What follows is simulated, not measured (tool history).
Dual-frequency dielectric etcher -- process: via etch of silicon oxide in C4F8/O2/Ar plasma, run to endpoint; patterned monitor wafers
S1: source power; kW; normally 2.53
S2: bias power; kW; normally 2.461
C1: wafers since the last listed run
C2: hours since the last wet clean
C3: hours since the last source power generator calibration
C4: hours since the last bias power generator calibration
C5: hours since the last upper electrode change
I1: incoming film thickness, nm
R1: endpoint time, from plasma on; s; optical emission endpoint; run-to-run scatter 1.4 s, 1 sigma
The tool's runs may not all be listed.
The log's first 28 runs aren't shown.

run    hour    S1     S2   C1     C2      C3      C4     C5      I1     R1
 29  2096.4  2.37  1.852  372  145.8  1385.4  1282.2  277.5    1222  219.4
 30    2147  2.53  2.461  268  196.4    1436  1332.8  328.1  1227.8  204.7
 31  2200.3   1.9  1.855  283  249.7  1489.3  1386.1  381.4  1224.9  228.5
 32  2281.2  2.87  2.163  429  330.6  1570.2    1467  462.3  1218.5  199.7
 33  2341.2  2.53  2.228  318  390.6  1630.2    1527  522.3  1232.9  206.1
 34  2377.4  3.15  2.694  192  426.8  1666.4  1563.2  558.5  1204.3  186.2
     2457.9  -- wet clean of the chamber
 35  2458.4  2.14  2.695  302    0.5  1747.4  1644.2  639.5  1211.1  205.3
 36  2501.1  2.18  2.665  226   43.2  1790.1  1686.9  682.2  1215.8  202.2

3 options for the next run, each taken on its own from the tool as it stands now. Forecast them:
  A  2501.6  2.53  2.461   2  43.7  1790.6  1687.4  682.7  1228.6   ?
  B  2501.6  2.87  2.103   2  43.7  1790.6  1687.4  682.7  1228.6   ?
  C  2501.6  2.53  2.007   2  43.7  1790.6  1687.4  682.7  1228.6   ?

run     R1
  A  201.6
  B  202.6
  C  210.4
Without the tool's hidden state the same runs would have given:
run     R1
  A  201.6
  B  202.6
  C  210.4

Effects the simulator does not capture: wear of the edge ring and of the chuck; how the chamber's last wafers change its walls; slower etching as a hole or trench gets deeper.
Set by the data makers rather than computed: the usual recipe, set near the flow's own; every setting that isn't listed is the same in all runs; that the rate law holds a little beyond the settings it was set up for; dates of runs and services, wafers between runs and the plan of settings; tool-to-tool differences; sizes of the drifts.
